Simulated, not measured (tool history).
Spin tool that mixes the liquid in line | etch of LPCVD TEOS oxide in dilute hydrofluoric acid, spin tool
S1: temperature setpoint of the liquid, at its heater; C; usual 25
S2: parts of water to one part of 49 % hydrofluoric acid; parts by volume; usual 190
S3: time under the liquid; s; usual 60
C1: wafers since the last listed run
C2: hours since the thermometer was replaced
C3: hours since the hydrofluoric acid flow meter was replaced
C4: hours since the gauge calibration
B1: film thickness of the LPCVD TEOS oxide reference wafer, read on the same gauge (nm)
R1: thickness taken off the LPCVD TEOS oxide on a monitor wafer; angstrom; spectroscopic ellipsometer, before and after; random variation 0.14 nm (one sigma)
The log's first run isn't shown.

run,hour,S1,S2,S3,C1,C2,C3,C4,B1,R1
2,10,25,190,60,112,1439.8,1541.6,238,129.98,193.8
3,38.3,25,190,60,318,1468.1,1569.9,266.3,130,193.7
4,50.5,25,190,60,137,1480.3,1582.1,278.5,129.99,191
5,59.1,25,190,60,96,1488.9,1590.7,287.1,130.05,192
6,73.5,25,190,60,162,1503.3,1605.1,301.5,130.01,193.9
7,84.7,27,190,60,126,1514.5,1616.3,312.7,129.99,207.6
8,138.3,27,190,60,603,1568.1,1669.9,366.3,130.01,207.2
9,151.9,25,190,60,153,1581.7,1683.5,379.9,129.97,194.3
10,162.2,25,190,60,116,1592,1693.8,390.2,129.98,197.7
11,177.4,25,190,50,171,1607.2,1709,405.4,130,161
# hour 195.1: hydrofluoric acid flow meter replaced
# hour 195.2: thermometer replaced
12,212.7,29,190,60,384,17.5,17.6,440.7,130.01,198.4
13,219,29,190,60,70,23.8,23.9,447,129.98,197.5
14,234.3,29,190,60,172,39.1,39.2,462.3,129.95,195.7
# hour 248.8: gauge calibrated
15,273,21.5,190,60,435,77.8,77.9,24.2,129.96,152.2
16,282.4,22.5,155,70,105,87.2,87.3,33.6,130.04,232.7
17,298.6,29.5,110,30,182,103.4,103.5,49.8,129.97,194.3
18,313.4,22,190,60,166,118.2,118.3,64.6,130,153.9
19,320,22,190,60,74,124.8,124.9,71.2,130,153.6

The next listed run, before its measurement:
20,332.2,29.5,160,60,137,137,137.1,83.4,?,?

Run 20 gave B1 130, R1 249.6 angstrom.
Without the tool's hidden state the same run would have given R1 244.8 angstrom.

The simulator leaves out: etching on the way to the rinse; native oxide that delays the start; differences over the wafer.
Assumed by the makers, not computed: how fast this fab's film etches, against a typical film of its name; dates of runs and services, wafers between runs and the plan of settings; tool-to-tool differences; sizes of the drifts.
